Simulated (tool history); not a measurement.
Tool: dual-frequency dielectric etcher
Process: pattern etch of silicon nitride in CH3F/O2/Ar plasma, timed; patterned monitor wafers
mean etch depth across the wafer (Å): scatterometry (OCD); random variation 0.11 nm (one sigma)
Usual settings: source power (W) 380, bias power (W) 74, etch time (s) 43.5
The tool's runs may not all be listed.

run,day,source power (W),bias power (W),etch time (s),"read-back reference wafer on the same gauge, depth_nm",mean etch depth across the wafer (Å)
1,0.000,410,74,43.5,23.57,302.1
2,1.283,410,74,43.5,23.59,299.6
3,3.625,380,74,51.0,23.55,343.9
# day 6.308: wet clean of the chamber
# day 6.967: upper electrode replaced
4,11.279,380,74,51.0,23.59,344.2
5,12.379,380,74,51.0,23.61,345.2
6,15.012,430,87,43.5,23.62,319.2
# day 16.496: source power generator calibrated
7,17.058,430,87,43.5,23.61,319.6
8,19.338,380,74,43.5,23.60,294.3
# day 19.467: gauge calibrated
# day 19.742: bias power generator calibrated
9,22.250,290,88,40.0,23.59,263.8
10,24.017,380,62,32.0,23.61,204.9
# day 25.379: wet clean of the chamber
11,26.350,330,58,31.5,23.59,188.6
12,27.379,380,66,43.5,23.59,285.0
13,29.417,320,83,33.5,23.60,223.6
14,31.654,380,74,30.5,23.57,206.0
15,34.221,380,88,43.5,23.63,309.7
16,35.300,380,80,43.5,23.61,298.6
17,37.325,380,74,37.5,23.62,254.5
18,39.958,380,74,43.5,23.60,293.7
19,42.212,310,74,47.5,23.56,302.2
20,43.392,380,74,43.5,23.60,294.7
# day 44.762: wet clean of the chamber
21,44.783,380,74,40.0,23.62,268.0
22,47.388,460,56,55.0,23.55,366.4
23,50.346,380,74,43.5,23.62,291.4
24,51.958,460,89,38.0,23.62,286.4
25,54.712,380,74,43.5,23.59,294.9
26,57.217,330,74,49.0,23.61,316.3
27,60.171,410,83,51.0,23.61,365.5
28,61.225,310,56,50.0,23.63,293.1
29,63.146,380,74,43.5,23.61,294.4
# day 65.150: wet clean of the chamber
30,65.233,380,74,47.0,23.61,316.4
31,66.604,320,74,43.5,23.58,279.7

What the log doesn't show, run by run:
etch rate over this chamber's usual, %: 0 in every run
source power that arrives over what is set, %: 0 in every run
bias power that arrives over what is set, %: 0 in every run
gauge reads high (%): 0 in every run

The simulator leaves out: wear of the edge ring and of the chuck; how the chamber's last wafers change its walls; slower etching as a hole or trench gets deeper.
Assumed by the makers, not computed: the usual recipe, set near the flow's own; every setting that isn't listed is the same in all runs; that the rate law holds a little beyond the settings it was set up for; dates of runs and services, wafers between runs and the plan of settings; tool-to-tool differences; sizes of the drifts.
